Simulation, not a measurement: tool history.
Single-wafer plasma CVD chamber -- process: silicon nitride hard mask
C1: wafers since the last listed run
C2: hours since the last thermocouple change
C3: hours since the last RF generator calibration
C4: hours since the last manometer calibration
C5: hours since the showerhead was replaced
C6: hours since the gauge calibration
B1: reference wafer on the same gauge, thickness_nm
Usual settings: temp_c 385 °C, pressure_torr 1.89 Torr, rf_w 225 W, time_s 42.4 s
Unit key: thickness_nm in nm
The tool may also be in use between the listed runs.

Run 1, day 0.000: usual settings; C1 0; C2 2257.3; C3 384.1; C4 1639.4; C5 2864.3; C6 527.1; B1 39.434. Result: thickness_nm 43.623 nm.
Run 2, day 0.700: usual settings; C1 426; C2 2274.1; C3 400.9; C4 1656.2; C5 2881.1; C6 543.9; B1 39.374. Result: thickness_nm 43.764 nm.
Run 3, day 1.558: usual settings; C1 522; C2 2294.7; C3 421.5; C4 1676.8; C5 2901.7; C6 564.5; B1 39.380. Result: thickness_nm 43.444 nm.
Run 4, day 2.825: usual settings; C1 771; C2 2325.1; C3 451.9; C4 1707.2; C5 2932.1; C6 594.9; B1 39.322. Result: thickness_nm 43.428 nm.
Run 5, day 4.221: usual settings; C1 850; C2 2358.6; C3 485.4; C4 1740.7; C5 2965.6; C6 628.4; B1 39.387. Result: thickness_nm 43.370 nm.
Run 6, day 5.650: usual settings; C1 870; C2 2392.9; C3 519.7; C4 1775.0; C5 2999.9; C6 662.7; B1 39.382. Result: thickness_nm 43.470 nm.
Run 7, day 6.362: usual settings; C1 434; C2 2410.0; C3 536.8; C4 1792.1; C5 3017.0; C6 679.8; B1 39.444. Result: thickness_nm 43.365 nm.
Run 8, day 7.550: usual settings; C1 723; C2 2438.5; C3 565.3; C4 1820.6; C5 3045.5; C6 708.3; B1 39.425. Result: thickness_nm 43.647 nm.
Run 9, day 8.779: usual settings; C1 748; C2 2468.0; C3 594.8; C4 1850.1; C5 3075.0; C6 737.8; B1 39.373. Result: thickness_nm 43.244 nm.
At day 8.988: gauge calibrated.
Run 10, day 9.625: usual settings; C1 515; C2 2488.3; C3 615.1; C4 1870.4; C5 3095.3; C6 15.3; B1 39.383. Result: thickness_nm 43.012 nm.
Run 11, day 11.038: usual settings but temp_c 389 °C, rf_w 190 W; C1 860; C2 2522.2; C3 649.0; C4 1904.3; C5 3129.2; C6 49.2; B1 39.384. Result: thickness_nm 39.930 nm.
Run 12, day 12.392: usual settings but pressure_torr 1.73 Torr; C1 824; C2 2554.7; C3 681.5; C4 1936.8; C5 3161.7; C6 81.7; B1 39.385. Result: thickness_nm 42.250 nm.
Run 13, day 13.283: usual settings but pressure_torr 1.73 Torr; C1 543; C2 2576.1; C3 702.9; C4 1958.2; C5 3183.1; C6 103.1; B1 39.423. Result: thickness_nm 42.447 nm.
Run 14, day 14.362: usual settings but temp_c 374 °C, pressure_torr 1.56 Torr, rf_w 190 W, time_s 36.9 s; C1 657; C2 2602.0; C3 728.8; C4 1984.1; C5 3209.0; C6 129.0; B1 39.349. Result: thickness_nm 33.394 nm.
Run 15, day 15.854: usual settings but pressure_torr 1.52 Torr, rf_w 240 W, time_s 39.0 s; C1 908; C2 2637.8; C3 764.6; C4 2019.9; C5 3244.8; C6 164.8; B1 39.442. Result: thickness_nm 39.282 nm.
At day 16.904: RF generator calibrated.
Run 16, day 17.138: usual settings but temp_c 392 °C, pressure_torr 1.72 Torr, rf_w 210 W; C1 578; C2 2668.6; C3 5.6; C4 2050.7; C5 3275.6; C6 195.6; B1 39.396. Result: thickness_nm 42.314 nm.
At day 17.517: thermocouple changed; heater temperature recalibrated.
Run 17, day 17.892: usual settings; C1 256; C2 9.0; C3 23.7; C4 2068.8; C5 3293.7; C6 213.7; B1 39.417. Result: thickness_nm 44.788 nm.
Run 18, day 18.683: usual settings; C1 482; C2 28.0; C3 42.7; C4 2087.8; C5 3312.7; C6 232.7; B1 39.415. Result: thickness_nm 44.475 nm.
At day 19.538: showerhead replaced.
Run 19, day 19.662: usual settings but rf_w 210 W, time_s 50.6 s; C1 393; C2 51.5; C3 66.2; C4 2111.3; C5 3.0; C6 256.2; B1 39.405. Result: thickness_nm 51.179 nm.
Run 20, day 22.867: usual settings; C1 1951; C2 128.4; C3 143.1; C4 2188.2; C5 79.9; C6 333.1; B1 39.414. Result: thickness_nm 44.526 nm.
Run 21, day 23.838: usual settings; C1 591; C2 151.7; C3 166.4; C4 2211.5; C5 103.2; C6 356.4; B1 39.446. Result: thickness_nm 44.315 nm.
Run 22, day 24.338: usual settings but temp_c 395 °C, pressure_torr 2.15 Torr, rf_w 255 W; C1 304; C2 163.7; C3 178.4; C4 2223.5; C5 115.2; C6 368.4; B1 39.406. Result: thickness_nm 48.060 nm.
At day 25.150: capacitance manometer re-zeroed and calibrated.
Run 23, day 25.379: usual settings; C1 431; C2 188.7; C3 203.4; C4 5.5; C5 140.2; C6 393.4; B1 39.407. Result: thickness_nm 44.411 nm.
Run 24, day 26.838: usual settings but temp_c 372 °C; C1 888; C2 223.7; C3 238.4; C4 40.5; C5 175.2; C6 428.4; B1 39.384. Result: thickness_nm 44.543 nm.
Run 25, day 27.692: usual settings but temp_c 377 °C, pressure_torr 2.26 Torr, rf_w 245 W, time_s 45.9 s; C1 520; C2 244.2; C3 258.9; C4 61.0; C5 195.7; C6 448.9; B1 39.478. Result: thickness_nm 51.902 nm.
Run 26, day 29.058: usual settings but temp_c 398 °C, rf_w 185 W; C1 832; C2 277.0; C3 291.7; C4 93.8; C5 228.5; C6 481.7; B1 39.365. Result: thickness_nm 39.923 nm.
Run 27, day 30.454: usual settings but rf_w 240 W; C1 850; C2 310.5; C3 325.2; C4 127.3; C5 262.0; C6 515.2; B1 39.399. Result: thickness_nm 45.161 nm.
Run 28, day 31.325: usual settings but rf_w 250 W; C1 530; C2 331.4; C3 346.1; C4 148.2; C5 282.9; C6 536.1; B1 39.407. Result: thickness_nm 45.807 nm.
Run 29, day 31.900: usual settings but temp_c 393 °C, time_s 36.8 s; C1 350; C2 345.2; C3 359.9; C4 162.0; C5 296.7; C6 549.9; B1 39.437. Result: thickness_nm 37.826 nm.
Run 30, day 32.404: usual settings but temp_c 380 °C, rf_w 200 W, time_s 39.3 s; C1 307; C2 357.3; C3 372.0; C4 174.1; C5 308.8; C6 562.0; B1 39.442. Result: thickness_nm 38.538 nm.

Describe how what the log doesn't record of the tool's condition differs between the last listed run preceding each entry between runs and the first listed run following it.
Logged between run 9 and run 10: gauge calibrated (day 8.988)
  delivered RF power above the setpoint (%): -6.93 -> -6.99
  the result without the hidden state subtracted from the measured one, thickness_nm: -1.483 -> -1.489 nm
Logged between run 15 and run 16: RF generator calibrated (day 16.904)
  delivered RF power above the setpoint (%): -7.32 -> -0.14
  the result without the hidden state subtracted from the measured one, thickness_nm: -1.402 -> -0.028 nm
Logged between run 16 and run 17: thermocouple changed; heater temperature recalibrated (day 17.517)
  delivered RF power above the setpoint (%): -0.14 -> -0.544
  the result without the hidden state subtracted from the measured one, thickness_nm: -0.028 -> -0.116 nm
Logged between run 18 and run 19: showerhead replaced (day 19.538)
  delivered RF power above the setpoint (%): -0.942 -> -1.4
  the result without the hidden state subtracted from the measured one, thickness_nm: -0.201 -> -0.343 nm
Logged between run 22 and run 23: capacitance manometer re-zeroed and calibrated (day 25.150)
  delivered RF power above the setpoint (%): -3.14 -> -3.45
  the result without the hidden state subtracted from the measured one, thickness_nm: -0.695 -> -0.743 nm
